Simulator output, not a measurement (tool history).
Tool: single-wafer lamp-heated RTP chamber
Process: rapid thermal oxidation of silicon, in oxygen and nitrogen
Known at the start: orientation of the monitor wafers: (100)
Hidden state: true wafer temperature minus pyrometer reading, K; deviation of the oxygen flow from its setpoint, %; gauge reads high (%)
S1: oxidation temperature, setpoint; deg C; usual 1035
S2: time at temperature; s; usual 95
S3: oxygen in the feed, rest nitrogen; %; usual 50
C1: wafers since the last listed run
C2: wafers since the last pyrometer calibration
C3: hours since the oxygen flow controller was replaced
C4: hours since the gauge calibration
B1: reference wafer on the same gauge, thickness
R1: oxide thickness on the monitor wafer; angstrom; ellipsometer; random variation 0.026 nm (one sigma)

run	hour	S1	S2	S3	C1	C2	C3	C4	B1	R1
1	0	1054	95	50	0	770	6493	458.7	6.156	86.59
2	43.9	1054	95	50	498	1268	6536.9	502.6	6.145	86.66
3	106.7	1054	95	50	713	1982	6599.7	565.4	6.153	86.93
4	157	1035	95	50	571	2553	6650	615.7	6.148	76.35
5	207.6	1035	95	50	574	3128	6700.6	666.3	6.152	76.43
6	233.3	1013	95	50	291	3420	6726.3	692	6.142	65.81
7	288.6	1013	95	50	628	4049	6781.6	747.3	6.15	65.74
# hour 334.1: pyrometer window cleaned and pyrometer calibrated
8	356.2	1035	95	43	677	250	6849.2	814.9	6.14	73.9
9	425.1	1035	95	43	782	1033	6918.1	883.8	6.146	74.68
10	483.9	1035	95	43	668	1701	6976.9	942.6	6.145	74.77
# hour 496.4: oxygen flow controller replaced
# hour 530.7: pyrometer window cleaned and pyrometer calibrated, repeated, since the last time left the tool worse
# hour 533.6: gauge calibrated
11	540.6	1035	95	50	462	112	44.2	7	6.149	75.18
12	580.5	1035	51	39	453	565	84.1	46.9	6.153	52.79
13	655.5	1061	124	59	852	1417	159.1	121.9	6.149	108.91
14	689.3	1018	95	50	384	1802	192.9	155.7	6.148	67.1
15	754.8	1035	95	50	744	2546	258.4	221.2	6.153	75.95
16	824.9	1035	129	24	796	3342	328.5	291.3	6.153	68.18
17	893.3	1012	66	71	777	4119	396.9	359.7	6.145	62.98
# hour 939.5: pyrometer window cleaned and pyrometer calibrated
18	940	1048	134	50	439	5	443.6	406.4	6.144	96.74
19	978.5	1035	95	50	437	443	482.1	444.9	6.146	75.74
20	1028.2	1035	95	50	564	1007	531.8	494.6	6.145	75.76

What the log doesn't show, run by run:
deviation of the oxygen flow from its setpoint, %: 0 in every run
gauge reads high (%): 0 in every run
H1: true wafer temperature minus pyrometer reading, K
run	H1
1	0.769
2	1.11
3	1.6
4	1.98
5	2.38
6	2.58
7	3
8	5.66
9	6.19
10	6.65
11	0.284
12	0.593
13	1.17
14	1.44
15	1.94
16	2.49
17	3.02
18	0.267
19	0.565
20	0.95

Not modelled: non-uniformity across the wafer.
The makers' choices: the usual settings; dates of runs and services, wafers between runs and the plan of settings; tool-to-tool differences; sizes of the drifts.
